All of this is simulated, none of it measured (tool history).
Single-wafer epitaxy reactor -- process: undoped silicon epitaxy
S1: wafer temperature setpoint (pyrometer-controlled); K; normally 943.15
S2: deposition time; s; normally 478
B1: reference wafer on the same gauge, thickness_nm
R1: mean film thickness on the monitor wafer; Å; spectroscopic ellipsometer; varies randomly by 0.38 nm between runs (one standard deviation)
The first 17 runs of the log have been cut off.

Run 18, day 18.875: usual settings; B1 111.043. Result: R1 1286.59 Å.
Run 19, day 20.233: usual settings but S1 955.15 K, S2 451 s; B1 110.985. Result: R1 1609.37 Å.
Run 20, day 21.429: usual settings but S1 937.15 K, S2 518 s; B1 111.029. Result: R1 1199.60 Å.
Run 21, day 22.233: usual settings; B1 111.026. Result: R1 1286.73 Å.
Run 22, day 23.438: usual settings but S1 937.15 K, S2 532 s; B1 111.026. Result: R1 1236.96 Å.
At day 23.883: pyrometer calibrated.
Run 23, day 24.588: usual settings but S1 936.15 K; B1 110.993. Result: R1 1143.72 Å.
Run 24, day 25.583: usual settings but S1 956.15 K, S2 530 s; B1 110.942. Result: R1 2038.86 Å.
Run 25, day 27.812: usual settings but S1 931.15 K, S2 536 s; B1 110.982. Result: R1 1124.88 Å.
Run 26, day 29.183: usual settings but S1 939.15 K; B1 111.054. Result: R1 1224.36 Å.
Run 27, day 30.492: usual settings but S1 929.15 K, S2 388 s; B1 110.950. Result: R1 775.27 Å.
Run 28, day 31.062: usual settings but S2 570 s; B1 110.990. Result: R1 1596.83 Å.
Run 29, day 32.467: usual settings but S2 517 s; B1 111.020. Result: R1 1447.66 Å.
At day 33.667: gauge calibrated.
Run 30, day 33.775: usual settings but S1 952.15 K; B1 111.053. Result: R1 1650.67 Å.
Run 31, day 35.058: usual settings; B1 111.022. Result: R1 1326.00 Å.

Alternative continuations, all from the tool just after run 31; predict every row:
Run A, day 35.079: usual settings but S2 529 s; B1 ?. Result: R1 ?.
Run B, day 35.079: usual settings but S1 928.15 K, S2 386 s; B1 ?. Result: R1 ?.
Run C, day 35.079: usual settings but S1 947.15 K, S2 519 s; B1 ?. Result: R1 ?.

run       B1       R1
  A  111.029  1474.79
  B  111.029   747.86
  C  111.029  1590.83
Had the tool no hidden state, the same runs would have come out as:
run       R1
  A  1489.60
  B   755.65
  C  1606.64
